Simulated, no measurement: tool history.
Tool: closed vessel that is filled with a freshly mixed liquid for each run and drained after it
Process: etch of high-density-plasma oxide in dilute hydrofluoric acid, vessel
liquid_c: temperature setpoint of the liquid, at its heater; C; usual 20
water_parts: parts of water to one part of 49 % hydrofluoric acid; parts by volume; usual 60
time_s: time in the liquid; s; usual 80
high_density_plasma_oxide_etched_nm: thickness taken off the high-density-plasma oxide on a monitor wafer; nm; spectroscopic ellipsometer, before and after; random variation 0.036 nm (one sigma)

run   hour  liquid_c  water_parts  time_s  wafers since the last listed run  hours since the thermometer was replaced  hours since the hydrofluoric acid flow meter was replaced  hours since the gauge calibration  read-back film thickness of the high-density-plasma oxide reference wafer, read on the same gauge (nm)  high_density_plasma_oxide_etched_nm
  1      0        20           45      80                                 0                                    2226.2                                                     1893.6                                176                                                                                                   40.01                                10.34
  2   33.5        20           45      80                              4073                                    2259.7                                                     1927.1                              209.5                                                                                                   39.97                                10.44
  3   67.7      22.5           60      60                              4159                                    2293.9                                                     1961.3                              243.7                                                                                                   40.02                                 6.38
  4   99.8      22.5           60      60                              3903                                      2326                                                     1993.4                              275.8                                                                                                      40                                 6.33
  5  132.3      22.5           60      60                              3952                                    2358.5                                                     2025.9                              308.3                                                                                                   40.01                                 6.36
  6  160.5        20           60      65                              3429                                    2386.7                                                     2054.1                              336.5                                                                                                   40.01                                 6.26
  7  177.2        20           60      65                              2030                                    2403.4                                                     2070.8                              353.2                                                                                                   39.98                                 6.24
  8  204.7        20           60      80                              3344                                    2430.9                                                     2098.3                              380.7                                                                                                   39.99                                 7.69
  9  238.5        20           60      80                              4110                                    2464.7                                                     2132.1                              414.5                                                                                                   40.04                                 7.77
 10  261.5        20           60      80                              2797                                    2487.7                                                     2155.1                              437.5                                                                                                   40.04                                 7.81
     274.6  -- thermometer replaced
     287.1  -- hydrofluoric acid flow meter replaced
 11  295.7        20           60      80                              3915                                      21.1                                                        8.6                              471.7                                                                                                      40                                 6.41
 12  317.4        20           60      80                              2638                                      42.8                                                       30.3                              493.4                                                                                                   40.02                                 6.29
 13  330.7        20           60      55                              1617                                      56.1                                                       43.6                              506.7                                                                                                   40.03                                 4.39
 14  348.6        20           60      80                              2176                                        74                                                       61.5                              524.6                                                                                                   40.02                                 6.41
 15  380.6        20           60      80                              3891                                       106                                                       93.5                              556.6                                                                                                   40.02                                 6.39
 16  398.3        20           60      80                              2152                                     123.7                                                      111.2                              574.3                                                                                                      40                                 6.35
 17    418        20           70      80                              2395                                     143.4                                                      130.9                                594                                                                                                   40.01                                 5.38
 18  444.1        20           85      80                              3174                                     169.5                                                        157                              620.1                                                                                                      40                                 4.39
 19  471.4        17           80      80                              3319                                     196.8                                                      184.3                              647.4                                                                                                   39.98                                 4.17
 20  497.5        20           60      80                              3174                                     222.9                                                      210.4                              673.5                                                                                                      40                                 6.45
 21  516.6        17           60     120                              2322                                       242                                                      229.5                              692.6                                                                                                   40.01                                 8.57
 22    536        17           60      80                              2359                                     261.4                                                      248.9                                712                                                                                                   39.98                                 5.68
 23  551.6        20           85      55                              1897                                       277                                                      264.5                              727.6                                                                                                      40                                 3.05
 24  576.3      24.5           40     115                              3003                                     301.7                                                      289.2                              752.3                                                                                                   40.02                                17.44
     577.6  -- gauge calibrated
 25  604.3      24.5           40     125                              3405                                     329.7                                                      317.2                               26.7                                                                                                   40.01                                18.94
 26  639.3        20           50      80                              4256                                     364.7                                                      352.2                               61.7                                                                                                   40.01                                 8.01
 27  655.3        20           60      80                              1945                                     380.7                                                      368.2                               77.7                                                                                                   39.98                                 6.47
 28  688.4        24           60      45                              4025                                     413.8                                                      401.3                              110.8                                                                                                   39.99                                 4.34
 29  718.9        20           60      80                              3709                                     444.3                                                      431.8                              141.3                                                                                                   39.96                                 6.55
 30  731.2        20           40      80                              1495                                     456.6                                                      444.1                              153.6                                                                                                   39.99                                10.12
 31  754.9      21.5           75     115                              2882                                     480.3                                                      467.8                              177.3                                                                                                   40.02                                 7.85
 32  786.3        20           60      45                              3818                                     511.7                                                      499.2                              208.7                                                                                                   39.98                                 3.72

3 ways to go on from here, each from the tool as it stands after run 32. What would each give?
  A   787        20           60      80                                85                                     512.4                                                      499.9                              209.4                                                                                                       ?                                    ?
  B   787        24           60      80                                85                                     512.4                                                      499.9                              209.4                                                                                                       ?                                    ?
  C   787        20           45     100                                85                                     512.4                                                      499.9                              209.4                                                                                                       ?                                    ?

run  read-back film thickness of the high-density-plasma oxide reference wafer, read on the same gauge (nm)  high_density_plasma_oxide_etched_nm
  A                                                                                                   39.99                                 6.62
  B                                                                                                   39.99                                 7.82
  C                                                                                                   39.99                                11.24
Without the tool's hidden state the same runs would have given:
run  high_density_plasma_oxide_etched_nm
  A                                 6.27
  B                                 7.41
  C                                10.65
